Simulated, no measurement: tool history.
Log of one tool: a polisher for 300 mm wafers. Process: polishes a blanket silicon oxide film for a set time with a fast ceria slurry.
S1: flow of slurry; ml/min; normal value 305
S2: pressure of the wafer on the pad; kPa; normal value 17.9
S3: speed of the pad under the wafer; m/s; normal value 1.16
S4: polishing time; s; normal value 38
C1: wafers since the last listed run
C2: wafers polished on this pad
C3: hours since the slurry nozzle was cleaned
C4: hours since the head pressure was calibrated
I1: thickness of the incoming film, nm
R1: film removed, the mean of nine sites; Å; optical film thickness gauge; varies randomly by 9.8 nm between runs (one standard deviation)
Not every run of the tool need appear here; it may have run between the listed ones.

run 1 hour=0.0 | S1=350 S2=17.9 S3=1.16 S4=38 | C1=0 C2=2437 C3=37.1 C4=798.0 | I1=1836.1 | R1=8154
run 2 hour=57.0 | S1=305 S2=17.9 S3=1.16 S4=38 | C1=401 C2=2839 C3=94.1 C4=855.0 | I1=1846.1 | R1=8360
run 3 hour=91.8 | S1=305 S2=15.9 S3=1.16 S4=35 | C1=245 C2=3084 C3=128.9 C4=889.8 | I1=1848.8 | R1=6828
run 4 hour=132.6 | S1=305 S2=17.9 S3=1.42 S4=38 | C1=287 C2=3371 C3=169.7 C4=930.6 | I1=1881.0 | R1=10321
run 5 hour=179.0 | S1=305 S2=17.9 S3=1.42 S4=38 | C1=326 C2=3698 C3=216.1 C4=977.0 | I1=1836.5 | R1=10450
-- hour=195.7 worn pad replaced by a new one
-- hour=213.0 head pressure recalibrated
run 6 hour=227.9 | S1=305 S2=19.3 S3=0.86 S4=38 | C1=302 C2=212 C3=265.0 C4=14.9 | I1=1854.3 | R1=5990
run 7 hour=258.4 | S1=305 S2=19.3 S3=0.86 S4=38 | C1=214 C2=427 C3=295.5 C4=45.4 | I1=1849.1 | R1=6104
run 8 hour=315.5 | S1=305 S2=17.9 S3=1.16 S4=38 | C1=402 C2=829 C3=352.6 C4=102.5 | I1=1867.2 | R1=7484
run 9 hour=383.0 | S1=305 S2=17.9 S3=1.16 S4=38 | C1=475 C2=1305 C3=420.1 C4=170.0 | I1=1851.4 | R1=7550
-- hour=396.2 slurry nozzle cleaned
run 10 hour=449.6 | S1=305 S2=17.9 S3=1.16 S4=38 | C1=462 C2=1767 C3=53.4 C4=236.6 | I1=1851.3 | R1=7577
run 11 hour=488.2 | S1=305 S2=17.9 S3=1.16 S4=38 | C1=271 C2=2039 C3=92.0 C4=275.2 | I1=1880.2 | R1=7746
run 12 hour=527.9 | S1=305 S2=17.9 S3=1.16 S4=38 | C1=279 C2=2319 C3=131.7 C4=314.9 | I1=1869.0 | R1=7823
run 13 hour=560.6 | S1=305 S2=17.9 S3=1.16 S4=38 | C1=230 C2=2549 C3=164.4 C4=347.6 | I1=1852.4 | R1=7716
run 14 hour=601.2 | S1=305 S2=14.5 S3=1.16 S4=38 | C1=286 C2=2835 C3=205.0 C4=388.2 | I1=1832.6 | R1=6198
-- hour=655.1 worn pad replaced by a new one
run 15 hour=661.5 | S1=305 S2=17.9 S3=1.16 S4=38 | C1=396 C2=45 C3=265.3 C4=448.5 | I1=1839.6 | R1=7854
run 16 hour=697.0 | S1=305 S2=13.1 S3=1.16 S4=38 | C1=250 C2=295 C3=300.8 C4=484.0 | I1=1836.4 | R1=5782
run 17 hour=768.6 | S1=265 S2=22.1 S3=0.82 S4=49 | C1=504 C2=799 C3=372.4 C4=555.6 | I1=1885.1 | R1=8887
run 18 hour=823.0 | S1=305 S2=17.9 S3=1.52 S4=38 | C1=383 C2=1183 C3=426.8 C4=610.0 | I1=1846.0 | R1=10714
run 19 hour=866.4 | S1=375 S2=17.9 S3=1.16 S4=38 | C1=305 C2=1488 C3=470.2 C4=653.4 | I1=1859.2 | R1=8207
run 20 hour=912.2 | S1=225 S2=17.9 S3=1.16 S4=38 | C1=322 C2=1811 C3=516.0 C4=699.2 | I1=1857.6 | R1=7968
-- hour=934.3 slurry nozzle cleaned
run 21 hour=980.4 | S1=305 S2=17.9 S3=1.16 S4=31 | C1=473 C2=2285 C3=46.1 C4=767.4 | I1=1837.6 | R1=6843
run 22 hour=1044.5 | S1=305 S2=17.9 S3=1.16 S4=38 | C1=451 C2=2736 C3=110.2 C4=831.5 | I1=1840.8 | R1=8301
-- hour=1081.7 worn pad replaced by a new one
run 23 hour=1112.3 | S1=305 S2=17.9 S3=1.16 S4=38 | C1=449 C2=215 C3=178.0 C4=899.3 | I1=1865.0 | R1=8389
-- hour=1163.1 head pressure recalibrated
run 24 hour=1167.4 | S1=305 S2=17.9 S3=1.16 S4=44 | C1=374 C2=589 C3=233.1 C4=4.3 | I1=1843.9 | R1=8745
run 25 hour=1236.3 | S1=350 S2=17.9 S3=0.84 S4=38 | C1=485 C2=1075 C3=302.0 C4=73.2 | I1=1841.7 | R1=5532
run 26 hour=1276.5 | S1=370 S2=17.9 S3=1.34 S4=38 | C1=283 C2=1358 C3=342.2 C4=113.4 | I1=1831.8 | R1=8955
run 27 hour=1330.4 | S1=390 S2=20.7 S3=1.16 S4=38 | C1=379 C2=1738 C3=396.1 C4=167.3 | I1=1838.6 | R1=9196
-- hour=1372.7 slurry nozzle cleaned
run 28 hour=1375.5 | S1=305 S2=17.9 S3=1.16 S4=38 | C1=310 C2=2048 C3=2.8 C4=212.4 | I1=1883.4 | R1=7758
run 29 hour=1432.8 | S1=345 S2=17.9 S3=1.16 S4=38 | C1=403 C2=2452 C3=60.1 C4=269.7 | I1=1861.6 | R1=7929
run 30 hour=1494.4 | S1=275 S2=17.9 S3=1.26 S4=38 | C1=433 C2=2886 C3=121.7 C4=331.3 | I1=1822.3 | R1=8437
-- hour=1521.8 worn pad replaced by a new one
run 31 hour=1522.5 | S1=305 S2=17.9 S3=1.16 S4=38 | C1=169 C2=4 C3=149.8 C4=359.4 | I1=1867.8 | R1=7770
run 32 hour=1583.8 | S1=335 S2=12.4 S3=1.34 S4=38 | C1=431 C2=436 C3=211.1 C4=420.7 | I1=1824.2 | R1=6378
run 33 hour=1610.6 | S1=305 S2=12.4 S3=0.98 S4=38 | C1=188 C2=625 C3=237.9 C4=447.5 | I1=1822.9 | R1=4628
run 34 hour=1641.1 | S1=305 S2=12.4 S3=1.16 S4=38 | C1=214 C2=840 C3=268.4 C4=478.0 | I1=1865.7 | R1=5502
run 35 hour=1691.9 | S1=340 S2=20.0 S3=0.78 S4=29 | C1=357 C2=1198 C3=319.2 C4=528.8 | I1=1866.6 | R1=4669
run 36 hour=1721.1 | S1=345 S2=12.4 S3=1.32 S4=29 | C1=205 C2=1403 C3=348.4 C4=558.0 | I1=1866.5 | R1=4919
run 37 hour=1775.0 | S1=260 S2=15.9 S3=1.16 S4=30 | C1=379 C2=1783 C3=402.3 C4=611.9 | I1=1824.0 | R1=5496

Below, each run's measurement less what the same run would have read without the hidden state. Both values contain the same run-to-run variation, but the gauge's scatter may not be the same in both:
Hidden conditions of the tool in this case: removal rate lost through wear of the pad, %; slurry flow missing at the pad, %; deviation of the head's pressure from its setpoint, %.
run=1 R1=+669
run=2 R1=+786
run=3 R1=+694
run=4 R1=+1142
run=5 R1=+1267
run=6 R1=+50
run=7 R1=+52
run=8 R1=+74
run=9 R1=+95
run=10 R1=+126
run=11 R1=+152
run=12 R1=+180
run=13 R1=+202
run=14 R1=+189
run=15 R1=+295
run=16 R1=+244
run=17 R1=+467
run=18 R1=+656
run=19 R1=+563
run=20 R1=+611
run=21 R1=+612
run=22 R1=+849
run=23 R1=+978
run=24 R1=+105
run=25 R1=+71
run=26 R1=+124
run=27 R1=+149
run=28 R1=+144
run=29 R1=+180
run=30 R1=+237
run=31 R1=+240
run=32 R1=+240
run=33 R1=+189
run=34 R1=+247
run=35 R1=+242
run=36 R1=+277
run=37 R1=+356
